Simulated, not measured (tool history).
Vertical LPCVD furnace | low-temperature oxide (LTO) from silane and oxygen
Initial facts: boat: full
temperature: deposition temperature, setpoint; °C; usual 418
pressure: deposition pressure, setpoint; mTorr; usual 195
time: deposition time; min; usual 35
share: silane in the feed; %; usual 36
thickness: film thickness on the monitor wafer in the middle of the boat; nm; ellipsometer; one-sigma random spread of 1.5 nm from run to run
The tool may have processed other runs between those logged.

run	hour	temperature	pressure	time	share	read-back reference wafer on the same gauge, thickness	thickness
1	0	418	195	35	36	279.94	296.53
2	38.1	418	195	35	36	279.88	296.16
3	240.7	418	195	35	36	280.55	295.15
4	284.3	418	195	35	36	279.57	294.58
5	344.4	418	195	35	36	280.5	293.51
6	400.4	418	195	35	36	280.07	291.78
7	460.8	418	195	35	36	280.54	294.24
8	554.3	427	195	35	36	279.47	320.75
9	619.7	427	195	35	36	279.6	320.6
10	697.6	427	195	35	36	279.67	321.86
11	750.1	412	195	35	36	280.02	270.73
12	849.9	418	195	35	36	279.73	291.2
# hour 878.9: silane flow controller replaced
# hour 967.4: pressure gauge zeroed
13	967.9	418	195	35	36	279.73	321.64
14	998.1	428	220	35	41	280.4	469.8
# hour 1061.7: gauge calibrated
15	1103.4	408	195	30	31	279.24	201.39
16	1163.1	418	230	47.5	34	280.32	476.54
17	1199.3	418	195	35	33	280.07	287.16
18	1236.3	418	180	31.5	36	279.65	265.17
# hour 1265: thermocouples replaced and temperature profile calibrated
19	1316.8	418	195	23.5	39	279.52	236.17
20	1361	413	225	35	40	279.73	396.66
21	1574.4	414	195	22	30	279.51	150.55
22	1660.3	407	195	47	43	280.04	466.2
23	1698.3	414	240	35	33	280.23	336.5
24	1756.4	418	195	35	36	280.16	315.07

What the log doesn't show, run by run:
true tube temperature minus thermocouple reading, K: 0 at every run
gauge reads high (%): 0 at every run
H1: true pressure minus gauge reading, mTorr
H2: deviation of the silane flow from its setpoint, %
run	H1	H2
1	-6.77	-4.72
2	-6.85	-4.78
3	-7.3	-5.11
4	-7.4	-5.18
5	-7.53	-5.27
6	-7.66	-5.36
7	-7.79	-5.46
8	-8	-5.61
9	-8.14	-5.71
10	-8.31	-5.84
11	-8.43	-5.92
12	-8.65	-6.08
13	0.732	0.942
14	0.665	0.894
15	0.432	0.726
16	0.301	0.631
17	0.221	0.573
18	0.139	0.514
19	-0.0392	0.386
20	-0.137	0.315
21	-0.608	-0.0249
22	-0.798	-0.162
23	-0.882	-0.222
24	-1.01	-0.315
